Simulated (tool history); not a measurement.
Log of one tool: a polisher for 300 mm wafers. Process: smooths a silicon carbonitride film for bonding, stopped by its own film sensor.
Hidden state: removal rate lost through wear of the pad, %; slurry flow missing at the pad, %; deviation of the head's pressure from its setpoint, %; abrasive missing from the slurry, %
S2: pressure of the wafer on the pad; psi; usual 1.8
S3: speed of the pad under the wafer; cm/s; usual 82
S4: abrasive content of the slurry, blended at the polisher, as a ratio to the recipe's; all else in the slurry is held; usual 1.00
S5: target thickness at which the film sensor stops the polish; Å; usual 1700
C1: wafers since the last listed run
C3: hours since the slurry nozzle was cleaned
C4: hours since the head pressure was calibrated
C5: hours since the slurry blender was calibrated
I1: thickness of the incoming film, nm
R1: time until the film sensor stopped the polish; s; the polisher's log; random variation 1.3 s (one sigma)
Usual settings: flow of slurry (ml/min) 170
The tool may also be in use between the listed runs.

run 1 hour=0.0 | flow_of_slurry_(ml/min)=170 S2=1.8 S3=82 S4=0.75 S5=1750 | C1=0 wafers_polished_on_this_pad=232 C3=114.3 C4=12.4 C5=75.9 | I1=190.9 | R1=115.9
run 2 hour=23.7 | flow_of_slurry_(ml/min)=170 S2=1.8 S3=82 S4=0.75 S5=1750 | C1=185 wafers_polished_on_this_pad=417 C3=138.0 C4=36.1 C5=99.6 | I1=190.3 | R1=113.4
run 3 hour=50.5 | flow_of_slurry_(ml/min)=170 S2=1.8 S3=82 S4=1.00 S5=1700 | C1=209 wafers_polished_on_this_pad=626 C3=164.8 C4=62.9 C5=126.4 | I1=190.0 | R1=111.2
run 4 hour=77.5 | flow_of_slurry_(ml/min)=170 S2=1.8 S3=82 S4=1.00 S5=1700 | C1=210 wafers_polished_on_this_pad=837 C3=191.8 C4=89.9 C5=153.4 | I1=189.1 | R1=109.1
-- hour=98.8 slurry blender recalibrated
run 5 hour=99.3 | flow_of_slurry_(ml/min)=170 S2=1.8 S3=82 S4=1.00 S5=1700 | C1=154 wafers_polished_on_this_pad=992 C3=213.6 C4=111.7 C5=0.5 | I1=192.1 | R1=117.6
-- hour=118.3 worn pad replaced by a new one
run 6 hour=118.8 | flow_of_slurry_(ml/min)=170 S2=1.8 S3=82 S4=1.00 S5=1700 | C1=121 wafers_polished_on_this_pad=3 C3=233.1 C4=131.2 C5=20.0 | I1=188.5 | R1=98.9
run 7 hour=148.1 | flow_of_slurry_(ml/min)=170 S2=1.8 S3=82 S4=1.00 S5=1700 | C1=228 wafers_polished_on_this_pad=232 C3=262.4 C4=160.5 C5=49.3 | I1=187.8 | R1=97.7
-- hour=155.5 slurry nozzle cleaned
run 8 hour=169.2 | flow_of_slurry_(ml/min)=170 S2=1.8 S3=82 S4=1.00 S5=1700 | C1=156 wafers_polished_on_this_pad=389 C3=13.7 C4=181.6 C5=70.4 | I1=189.4 | R1=107.1
run 9 hour=186.9 | flow_of_slurry_(ml/min)=170 S2=2.3 S3=82 S4=1.00 S5=1700 | C1=138 wafers_polished_on_this_pad=527 C3=31.4 C4=199.3 C5=88.1 | I1=191.6 | R1=95.7
run 10 hour=206.7 | flow_of_slurry_(ml/min)=170 S2=2.3 S3=82 S4=1.00 S5=1700 | C1=154 wafers_polished_on_this_pad=682 C3=51.2 C4=219.1 C5=107.9 | I1=187.8 | R1=80.1
run 11 hour=229.3 | flow_of_slurry_(ml/min)=170 S2=2.3 S3=82 S4=1.00 S5=1700 | C1=176 wafers_polished_on_this_pad=858 C3=73.8 C4=241.7 C5=130.5 | I1=189.3 | R1=85.6
run 12 hour=246.2 | flow_of_slurry_(ml/min)=170 S2=1.8 S3=82 S4=1.00 S5=1700 | C1=131 wafers_polished_on_this_pad=990 C3=90.7 C4=258.6 C5=147.4 | I1=186.9 | R1=95.0
run 13 hour=271.7 | flow_of_slurry_(ml/min)=170 S2=1.8 S3=82 S4=1.00 S5=1700 | C1=199 wafers_polished_on_this_pad=1189 C3=116.2 C4=284.1 C5=172.9 | I1=190.5 | R1=118.0

Forecast run 14:
-- hour=275.0 slurry blender recalibrated
run 14 hour=289.2 | flow_of_slurry_(ml/min)=170 S2=1.8 S3=64 S4=1.00 S5=1700 | C1=121 wafers_polished_on_this_pad=1310 C3=133.7 C4=301.6 C5=14.2 | I1=193.6 | R1=?

R1: 150.8 s
Without the tool's hidden state the same run would have given R1 147.8 s.
